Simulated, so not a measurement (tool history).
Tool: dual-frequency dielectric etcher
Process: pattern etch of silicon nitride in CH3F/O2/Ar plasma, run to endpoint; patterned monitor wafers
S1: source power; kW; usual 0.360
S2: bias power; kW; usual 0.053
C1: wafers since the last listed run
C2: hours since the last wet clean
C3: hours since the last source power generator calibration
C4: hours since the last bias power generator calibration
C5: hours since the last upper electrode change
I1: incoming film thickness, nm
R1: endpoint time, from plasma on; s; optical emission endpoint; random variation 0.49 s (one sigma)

run,hour,S1,S2,C1,C2,C3,C4,C5,I1,R1
1,0.0,0.300,0.044,0,242.7,2529.3,4302.9,2048.8,48.82,82.7
2,7.2,0.360,0.056,98,249.9,2536.5,4310.1,2056.0,49.23,71.6
3,21.4,0.360,0.056,193,264.1,2550.7,4324.3,2070.2,49.40,71.7
4,27.7,0.360,0.056,86,270.4,2557.0,4330.6,2076.5,49.41,72.1
5,44.7,0.360,0.053,232,287.4,2574.0,4347.6,2093.5,49.10,72.3
# hour 57.6: source power generator calibrated
# hour 74.9: wet clean of the chamber
6,75.4,0.360,0.053,128,0.5,17.8,4378.3,2124.2,49.40,77.2
7,75.7,0.410,0.053,4,0.8,18.1,4378.6,2124.5,49.42,74.0
8,82.3,0.410,0.053,90,7.4,24.7,4385.2,2131.1,49.06,72.0
9,95.1,0.420,0.044,174,20.2,37.5,4398.0,2143.9,49.45,77.1
10,127.6,0.420,0.044,443,52.7,70.0,4430.5,2176.4,48.97,76.6
11,145.0,0.400,0.053,237,70.1,87.4,4447.9,2193.8,48.93,73.1
12,157.2,0.420,0.049,166,82.3,99.6,4460.1,2206.0,49.60,74.0
13,166.6,0.360,0.053,128,91.7,109.0,4469.5,2215.4,49.27,76.3
14,177.2,0.440,0.048,144,102.3,119.6,4480.1,2226.0,49.36,72.7
15,191.7,0.420,0.056,197,116.8,134.1,4494.6,2240.5,48.78,70.4
# hour 202.2: bias power generator calibrated
16,202.7,0.360,0.053,95,127.8,145.1,0.5,2251.5,49.23,75.4
# hour 227.4: upper electrode replaced, of another model than before
17,227.9,0.360,0.053,16,153.0,170.3,25.7,0.5,49.27,74.6
18,229.8,0.440,0.064,25,154.9,172.2,27.6,2.4,49.80,64.6
19,243.5,0.390,0.064,187,168.6,185.9,41.3,16.1,49.17,65.7
20,252.3,0.330,0.063,120,177.4,194.7,50.1,24.9,49.91,69.4
21,267.6,0.320,0.059,208,192.7,210.0,65.4,40.2,49.38,71.4
22,281.4,0.330,0.060,188,206.5,223.8,79.2,54.0,48.76,69.4
23,298.3,0.360,0.053,230,223.4,240.7,96.1,70.9,49.15,74.2
24,313.8,0.300,0.043,211,238.9,256.2,111.6,86.4,49.02,87.8
25,326.1,0.290,0.057,167,251.2,268.5,123.9,98.7,49.02,73.7
26,334.0,0.360,0.053,107,259.1,276.4,131.8,106.6,49.09,72.3
27,351.1,0.330,0.040,233,276.2,293.5,148.9,123.7,49.29,91.0
28,361.7,0.360,0.066,144,286.8,304.1,159.5,134.3,49.16,64.0
29,376.0,0.430,0.048,195,301.1,318.4,173.8,148.6,48.83,75.6
30,392.4,0.380,0.048,223,317.5,334.8,190.2,165.0,48.72,76.8
# hour 426.7: wet clean of the chamber
31,427.2,0.400,0.053,147,0.5,369.6,225.0,199.8,49.01,73.4
32,427.5,0.360,0.042,4,0.8,369.9,225.3,200.1,49.11,90.1
33,427.9,0.400,0.042,5,1.2,370.3,225.7,200.5,49.01,87.3
34,439.9,0.360,0.053,163,13.2,382.3,237.7,212.5,49.31,76.5

Some steps in R1 between neighbouring runs. How much of each would the tool show without its hidden state too (settings, what came in, random variation), and how much is left for the hidden state, with any gauge scatter that isn't in both results?
The hidden state here: etch rate over this chamber's usual, %; source power that arrives over what is set, %; bias power that arrives over what is set, %.
Run 5 -> 6: source power generator calibrated, wet clean of the chamber. R1 +4.9 s: hidden state +3.8, all else +1.1.
Run 26 -> 27: S1 0.360 -> 0.330, S2 0.053 -> 0.040. R1 +18.7 s: hidden state -0.9, all else +19.6.
Run 27 -> 28: S1 0.330 -> 0.360, S2 0.040 -> 0.066. R1 -27.0 s: hidden state +0.9, all else -27.9.
Run 30 -> 31: S1 0.380 -> 0.400, S2 0.048 -> 0.053, wet clean of the chamber. R1 -3.4 s: hidden state +3.6, all else -7.0.
Run 31 -> 32: S1 0.400 -> 0.360, S2 0.053 -> 0.042. R1 +16.7 s: hidden state +0.1, all else +16.6.
